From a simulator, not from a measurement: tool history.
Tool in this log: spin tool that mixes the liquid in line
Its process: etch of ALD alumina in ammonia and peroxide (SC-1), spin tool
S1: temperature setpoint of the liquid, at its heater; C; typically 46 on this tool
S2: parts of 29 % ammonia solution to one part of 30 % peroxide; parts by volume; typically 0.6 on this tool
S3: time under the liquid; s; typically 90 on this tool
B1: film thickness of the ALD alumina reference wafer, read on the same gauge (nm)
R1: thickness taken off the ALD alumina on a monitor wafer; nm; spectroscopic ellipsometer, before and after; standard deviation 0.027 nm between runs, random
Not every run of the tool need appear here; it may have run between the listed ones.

run,hour,S1,S2,S3,B1,R1
1,0,46,0.6,90,29.99,5.05
2,48.5,46,0.6,90,30.01,5.01
3,137.3,46,0.6,90,29.97,5.02
# hour 190.1: new drum of ammonia solution connected
4,212.2,46,0.5,90,30.02,4.87
5,277.2,46,0.6,100,30.02,5.54
6,324.5,46,0.6,100,29.99,5.5
7,402,46,0.6,90,30,4.94
8,443.4,46,0.6,90,29.99,4.92
# hour 637.2: thermometer replaced
9,697.6,46,0.6,90,29.98,5.24
10,778.1,46,0.55,105,30,5.95
11,842.5,46,0.55,105,29.95,5.98
12,944,56,0.35,90,30.03,8.49
13,991.8,46,0.35,90,30,4.89
# hour 1075.8: gauge calibrated
14,1099.5,49.5,0.6,90,30,6.22
15,1158.3,46,0.6,90,30.03,5.09
16,1209.8,46,0.6,90,30.01,5.13
17,1246,46,0.6,90,30.01,5.08
# hour 1275.9: heated supply line repaired
# hour 1310.1: ammonia flow meter replaced
# hour 1320: new drum of ammonia solution connected
18,1323.2,50,0.45,90,29.97,6.19
19,1417,46,0.6,110,30.02,6.18
20,1472.2,51,0.4,90,29.98,6.43
21,1538.5,54.5,0.4,120,29.97,10.29
22,1588.7,41,0.4,55,30.04,2.23
23,1677.7,49.5,0.9,50,29.98,3.52

Consider 5 possible next runs. They are alternatives, not a sequence: every one starts from the tool as it was left by run 23. What does each give?
A,1678.1,46,0.6,120,?,?
B,1678.1,42,0.6,105,?,?
C,1678.1,46,0.6,35,?,?
D,1678.1,41.5,0.9,90,?,?
E,1678.1,50,0.85,90,?,?

run,B1,R1
A,30.03,6.66
B,30.03,4.63
C,30.03,1.94
D,30.03,4.01
E,30.03,6.46
Take away the tool's hidden state, keep each run's random variation, and the runs would have read:
run,R1
A,6.93
B,4.82
C,2.02
D,4.17
E,6.72

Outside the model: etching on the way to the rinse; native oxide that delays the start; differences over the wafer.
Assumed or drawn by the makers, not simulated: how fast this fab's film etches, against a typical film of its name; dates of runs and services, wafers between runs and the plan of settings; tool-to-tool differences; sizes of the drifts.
